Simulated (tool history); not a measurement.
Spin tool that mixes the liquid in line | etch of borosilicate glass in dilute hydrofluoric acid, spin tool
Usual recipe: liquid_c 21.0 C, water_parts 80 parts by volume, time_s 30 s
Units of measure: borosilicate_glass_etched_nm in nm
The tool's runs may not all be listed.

| run | hour | liquid_c | water_parts | time_s | wafers since the last listed run | hours since the thermometer was replaced | hours since the hydrofluoric acid flow meter was replaced | hours since the gauge calibration | read-back film thickness of the borosilicate glass reference wafer, read on the same gauge (nm) | borosilicate_glass_etched_nm |
|---|---|---|---|---|---|---|---|---|---|---|
| 1 | 0.0 | 21.0 | 80 | 30 | 0 | 198.6 | 271.3 | 808.0 | 140.01 | 14.34 |
| 2 | 78.6 | 21.0 | 80 | 30 | 954 | 277.2 | 349.9 | 886.6 | 140.01 | 14.38 |
| 3 | 136.3 | 21.0 | 80 | 30 | 700 | 334.9 | 407.6 | 944.3 | 139.99 | 14.35 |
| 4 | 174.8 | 22.5 | 80 | 30 | 467 | 373.4 | 446.1 | 982.8 | 140.00 | 15.31 |
| 5 | 225.6 | 22.5 | 80 | 30 | 616 | 424.2 | 496.9 | 1033.6 | 139.99 | 15.27 |
|  | 238.7 | hydrofluoric acid flow meter replaced |
| 6 | 313.9 | 22.5 | 80 | 30 | 1060 | 512.5 | 75.2 | 1121.9 | 140.04 | 15.29 |
|  | 379.0 | gauge calibrated |
| 7 | 390.7 | 21.0 | 80 | 30 | 932 | 589.3 | 152.0 | 11.7 | 140.02 | 14.32 |
| 8 | 491.1 | 21.0 | 80 | 30 | 1219 | 689.7 | 252.4 | 112.1 | 140.00 | 14.39 |
| 9 | 592.6 | 21.0 | 80 | 30 | 1232 | 791.2 | 353.9 | 213.6 | 139.99 | 14.39 |
| 10 | 629.5 | 21.0 | 80 | 30 | 448 | 828.1 | 390.8 | 250.5 | 139.96 | 14.31 |
|  | 674.9 | thermometer replaced |
|  | 711.4 | hydrofluoric acid flow meter replaced |
| 11 | 728.1 | 21.0 | 80 | 30 | 1173 | 53.2 | 16.7 | 349.1 | 139.95 | 14.34 |
| 12 | 810.0 | 21.0 | 80 | 30 | 994 | 135.1 | 98.6 | 431.0 | 140.03 | 14.41 |
| 13 | 897.7 | 21.0 | 80 | 30 | 1065 | 222.8 | 186.3 | 518.7 | 139.97 | 14.32 |
| 14 | 975.6 | 24.0 | 80 | 20 | 946 | 300.7 | 264.2 | 596.6 | 139.97 | 10.78 |
| 15 | 1017.9 | 21.0 | 80 | 50 | 513 | 343.0 | 306.5 | 638.9 | 139.98 | 23.92 |
| 16 | 1116.0 | 21.0 | 80 | 20 | 1191 | 441.1 | 404.6 | 737.0 | 139.98 | 9.51 |
| 17 | 1161.5 | 25.0 | 105 | 30 | 552 | 486.6 | 450.1 | 782.5 | 139.96 | 12.41 |
|  | 1185.6 | hydrofluoric acid flow meter replaced |
| 18 | 1229.9 | 21.0 | 80 | 30 | 818 | 555.0 | 44.3 | 850.9 | 140.04 | 14.24 |
| 19 | 1322.6 | 21.0 | 105 | 35 | 1125 | 647.7 | 137.0 | 943.6 | 140.07 | 12.38 |
| 20 | 1376.4 | 24.5 | 95 | 40 | 653 | 701.5 | 190.8 | 997.4 | 139.99 | 18.29 |
| 21 | 1461.6 | 24.5 | 80 | 40 | 1034 | 786.7 | 276.0 | 1082.6 | 139.99 | 22.22 |
| 22 | 1561.1 | 24.0 | 70 | 45 | 1208 | 886.2 | 375.5 | 1182.1 | 140.04 | 28.20 |
|  | 1592.1 | thermometer replaced |
| 23 | 1647.7 | 21.0 | 80 | 30 | 1039 | 55.6 | 462.1 | 1268.7 | 140.00 | 14.45 |
| 24 | 1714.0 | 17.0 | 40 | 15 | 805 | 121.9 | 528.4 | 1335.0 | 140.00 | 12.72 |
|  | 1717.7 | gauge calibrated |
|  | 1798.0 | hydrofluoric acid flow meter replaced |
| 25 | 1814.9 | 17.0 | 120 | 50 | 1213 | 222.8 | 16.9 | 97.2 | 140.00 | 12.95 |
| 26 | 1856.6 | 21.0 | 105 | 30 | 506 | 264.5 | 58.6 | 138.9 | 140.03 | 10.65 |
| 27 | 1946.0 | 21.0 | 80 | 45 | 1085 | 353.9 | 148.0 | 228.3 | 140.01 | 21.47 |
| 28 | 1997.9 | 17.0 | 45 | 20 | 630 | 405.8 | 199.9 | 280.2 | 139.99 | 15.00 |
| 29 | 2060.4 | 21.0 | 80 | 15 | 759 | 468.3 | 262.4 | 342.7 | 139.98 | 7.20 |
| 30 | 2141.2 | 17.0 | 80 | 30 | 981 | 549.1 | 343.2 | 423.5 | 139.97 | 12.16 |
| 31 | 2183.4 | 21.0 | 80 | 30 | 512 | 591.3 | 385.4 | 465.7 | 140.05 | 14.35 |
| 32 | 2282.5 | 21.0 | 100 | 30 | 1203 | 690.4 | 484.5 | 564.8 | 140.01 | 11.20 |
|  | 2308.3 | hydrofluoric acid flow meter replaced |
| 33 | 2340.3 | 21.0 | 80 | 30 | 689 | 748.2 | 32.0 | 622.6 | 140.02 | 14.40 |

Across each entry between runs, compare the hidden state at the last listed run before it with the hidden state at the first listed run after it:
Run 5 -> run 6: hydrofluoric acid flow meter replaced (hour 238.7)
  nothing in the hidden state changes from one run to the other
Run 6 -> run 7: gauge calibrated (hour 379.0)
  nothing in the hidden state changes from one run to the other
Run 10 -> run 11: thermometer replaced (hour 674.9); hydrofluoric acid flow meter replaced (hour 711.4)
  nothing in the hidden state changes from one run to the other
Run 17 -> run 18: hydrofluoric acid flow meter replaced (hour 1185.6)
  nothing in the hidden state changes from one run to the other
Run 22 -> run 23: thermometer replaced (hour 1592.1)
  nothing in the hidden state changes from one run to the other
Run 24 -> run 25: gauge calibrated (hour 1717.7); hydrofluoric acid flow meter replaced (hour 1798.0)
  nothing in the hidden state changes from one run to the other
Run 32 -> run 33: hydrofluoric acid flow meter replaced (hour 2308.3)
  nothing in the hidden state changes from one run to the other
